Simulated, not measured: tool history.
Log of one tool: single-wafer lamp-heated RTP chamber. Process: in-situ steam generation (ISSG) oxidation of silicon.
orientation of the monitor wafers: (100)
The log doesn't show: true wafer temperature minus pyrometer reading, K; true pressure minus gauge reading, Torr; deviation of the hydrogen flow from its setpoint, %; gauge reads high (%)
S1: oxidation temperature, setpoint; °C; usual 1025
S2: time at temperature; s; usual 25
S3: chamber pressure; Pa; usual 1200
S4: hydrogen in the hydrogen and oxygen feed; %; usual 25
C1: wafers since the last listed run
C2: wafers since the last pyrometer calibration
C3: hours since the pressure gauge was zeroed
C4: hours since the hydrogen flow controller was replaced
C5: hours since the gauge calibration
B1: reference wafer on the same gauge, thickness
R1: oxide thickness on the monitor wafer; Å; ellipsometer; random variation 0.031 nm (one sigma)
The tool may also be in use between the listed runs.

run	hour	S1	S2	S3	S4	C1	C2	C3	C4	C5	B1	R1
1	0	1019	29	1200	25	0	5	2350	3465.1	2492.6	9.276	82.34
2	68.8	1019	29	1200	25	718	723	2418.8	3533.9	2561.4	9.29	82.38
3	216	1019	29	1200	25	1537	2261	2566	3681.1	2708.6	9.288	82.8
4	293.9	1025	25	1200	25	813	3074	2643.9	3759	2786.5	9.296	79.03
5	391.7	1025	25	1200	25	1021	4095	2741.7	3856.8	2884.3	9.298	79.09
6	499.4	1010	25	1200	25	1124	5220	2849.4	3964.5	2992	9.297	73.6
# hour 563: pressure gauge zeroed
7	563.5	1010	25	1200	25	585	5806	0.5	4028.6	3056.1	9.295	72.9
8	627.3	1010	25	1200	25	666	6472	64.3	4092.4	3119.9	9.29	73.73
9	667.6	1025	25	1200	21	420	6893	104.6	4132.7	3160.2	9.297	75.69
# hour 698.2: pyrometer window cleaned and pyrometer calibrated
# hour 712.4: hydrogen flow controller replaced
# hour 760: gauge calibrated
10	764.5	1025	25	1200	21	844	608	201.5	52.1	4.5	9.292	76.39
11	849.3	1025	25	1200	21	885	1494	286.3	136.9	89.3	9.286	76.04
12	891.9	1025	25	1200	25	444	1939	328.9	179.5	131.9	9.283	79.17
13	963.1	1012	34	1320	25	743	2682	400.1	250.7	203.1	9.292	85.27
14	1048.3	1025	31	1200	30	889	3572	485.3	335.9	288.3	9.293	91.62
15	1098.2	1025	25	1200	25	521	4093	535.2	385.8	338.2	9.293	79.03
16	1139.8	1039	19	1027	30	434	4527	576.8	427.4	379.8	9.293	78.28
17	1228.8	1044	22	1280	15	929	5457	665.8	516.4	468.8	9.289	72.04
# hour 1331.9: pyrometer window cleaned and pyrometer calibrated
18	1332.4	1025	25	1200	25	998	4	769.4	620	572.4	9.289	79
19	1528.5	1043	25	1280	21	2047	2052	965.5	816.1	768.5	9.295	82.99
20	1610.4	1025	25	1360	17	855	2907	1047.4	898	850.4	9.288	71.55
21	1672.1	1025	25	1360	25	644	3552	1109.1	959.7	912.1	9.291	77.72
22	1711.4	1025	25	1200	25	410	3962	1148.4	999	951.4	9.291	79.37
23	1794.8	1025	29	1200	32	870	4833	1231.8	1082.4	1034.8	9.293	90.07
24	1842.1	1025	20	1200	25	493	5327	1279.1	1129.7	1082.1	9.285	70.84
25	1906.9	1025	25	1200	30	676	6003	1343.9	1194.5	1146.9	9.288	82.41
# hour 1978.7: pyrometer window cleaned and pyrometer calibrated
26	1979.2	1025	25	1200	25	671	5	1416.2	1266.8	1219.2	9.287	79.04
27	2032	1013	32	1107	25	551	556	1469	1319.6	1272	9.287	84.95

The next listed run, before its measurement:
28	2082.4	1025	15	1200	25	526	1083	1519.4	1370	1322.4	?	?

{"run 28": {"B1": 9.283, "R1": 61.89}}
Without the tool's hidden state the same run would have given R1 61.89 Å.
